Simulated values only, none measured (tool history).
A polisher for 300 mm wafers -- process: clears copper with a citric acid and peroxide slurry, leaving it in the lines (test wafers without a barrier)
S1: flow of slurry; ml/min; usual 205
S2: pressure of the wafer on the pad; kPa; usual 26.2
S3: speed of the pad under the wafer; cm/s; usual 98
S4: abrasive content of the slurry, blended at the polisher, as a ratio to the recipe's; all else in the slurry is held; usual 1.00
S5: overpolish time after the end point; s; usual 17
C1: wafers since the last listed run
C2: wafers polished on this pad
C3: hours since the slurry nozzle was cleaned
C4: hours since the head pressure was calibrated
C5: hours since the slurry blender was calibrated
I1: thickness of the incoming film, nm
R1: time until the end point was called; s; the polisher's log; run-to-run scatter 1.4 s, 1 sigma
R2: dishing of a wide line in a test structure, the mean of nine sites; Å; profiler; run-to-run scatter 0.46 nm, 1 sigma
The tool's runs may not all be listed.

run,hour,S1,S2,S3,S4,S5,C1,C2,C3,C4,C5,I1,R1,R2
1,0.0,175,26.2,98,1.00,17,0,2521,301.9,26.0,361.3,268.9,114.1,293
2,134.3,205,26.2,98,1.00,17,1177,3698,436.2,160.3,495.6,272.3,116.1,287
3,233.0,205,26.2,98,1.00,17,865,4563,534.9,259.0,594.3,264.6,114.5,289
# hour 288.8: slurry blender recalibrated
4,289.3,205,26.2,98,1.00,17,475,5039,591.2,315.3,0.5,271.3,108.9,305
5,368.2,205,22.8,106,1.00,17,691,5730,670.1,394.2,79.4,271.5,114.9,298
6,470.3,205,33.8,68,1.00,17,894,6625,772.2,496.3,181.5,269.2,138.2,252
# hour 502.3: slurry nozzle cleaned
7,519.0,270,26.2,98,1.15,17,418,7044,16.7,545.0,230.2,268.6,109.2,311
# hour 545.6: worn pad replaced by a new one
8,619.7,205,26.2,112,1.10,14,847,649,117.4,645.7,330.9,268.8,88.3,316
# hour 676.5: head pressure recalibrated
9,907.0,205,26.2,90,1.15,25,2500,3150,404.7,230.5,618.2,271.7,117.4,393
10,960.1,205,26.2,120,1.00,17,465,3615,457.8,283.6,671.3,268.4,93.3,354
11,1039.8,175,26.2,98,1.00,17,698,4314,537.5,363.3,751.0,266.4,116.1,290
12,1078.2,205,26.2,98,1.00,17,336,4650,575.9,401.7,789.4,268.4,114.6,293
# hour 1106.2: slurry blender recalibrated
13,1160.1,205,23.4,98,1.00,27,700,5351,657.8,483.6,53.9,270.0,116.9,441
14,1209.8,165,26.2,130,1.10,10,435,5786,707.5,533.3,103.6,270.4,83.3,253
15,1254.7,170,22.1,110,1.00,17,393,6180,752.4,578.2,148.5,268.8,107.5,309
# hour 1259.6: slurry nozzle cleaned
# hour 1272.7: worn pad replaced by a new one
16,1324.7,205,26.2,98,1.00,17,569,455,65.1,648.2,218.5,273.6,101.5,334
17,1389.8,205,26.2,98,1.00,17,570,1026,130.2,713.3,283.6,267.1,102.2,323
18,1472.5,145,33.8,114,1.10,17,724,1751,212.9,796.0,366.3,272.9,79.2,409
# hour 1474.9: head pressure recalibrated
19,1727.5,225,26.2,98,1.10,7,2217,3968,467.9,252.6,621.3,270.0,109.5,138
20,1783.3,135,26.2,98,1.00,24,489,4457,523.7,308.4,677.1,274.9,121.5,389
# hour 1828.8: slurry blender recalibrated
21,1830.9,205,26.2,98,1.00,17,399,4857,571.3,356.0,2.1,272.8,111.5,324
22,1890.9,205,26.2,98,1.00,17,525,5383,631.3,416.0,62.1,269.1,110.5,321
23,1947.3,240,26.2,98,1.00,26,494,5877,687.7,472.4,118.5,270.0,108.3,447
# hour 1974.0: slurry nozzle cleaned
24,1996.6,205,20.7,68,1.30,17,423,6301,22.6,521.7,167.8,267.3,173.5,210
# hour 2063.0: worn pad replaced by a new one
25,2092.1,205,26.2,98,1.00,17,802,254,118.1,617.2,263.3,269.6,102.0,337
26,2194.5,205,26.2,98,1.00,17,897,1152,220.5,719.6,365.7,274.3,108.6,328
27,2230.8,205,26.2,98,1.00,8,318,1470,256.8,755.9,402.0,266.1,105.3,164

What if the next run were any one of these 5? Each begins from the tool's condition after run 27:
A,2231.3,205,26.2,98,1.00,20,4,1475,257.3,756.4,402.5,265.6,?,?
B,2231.3,205,26.2,84,1.25,17,4,1475,257.3,756.4,402.5,265.6,?,?
C,2231.3,275,26.2,114,1.25,14,4,1475,257.3,756.4,402.5,265.6,?,?
D,2231.3,205,20.0,98,1.00,17,4,1475,257.3,756.4,402.5,265.6,?,?
E,2231.3,185,21.4,98,1.00,17,4,1475,257.3,756.4,402.5,265.6,?,?

run,R1,R2
A,105.8,365
B,118.2,289
C,85.7,323
D,123.1,278
E,119.7,285
Without the tool's hidden state the same runs would have given:
run,R1,R2
A,95.6,397
B,106.6,316
C,77.3,352
D,111.2,303
E,108.1,311

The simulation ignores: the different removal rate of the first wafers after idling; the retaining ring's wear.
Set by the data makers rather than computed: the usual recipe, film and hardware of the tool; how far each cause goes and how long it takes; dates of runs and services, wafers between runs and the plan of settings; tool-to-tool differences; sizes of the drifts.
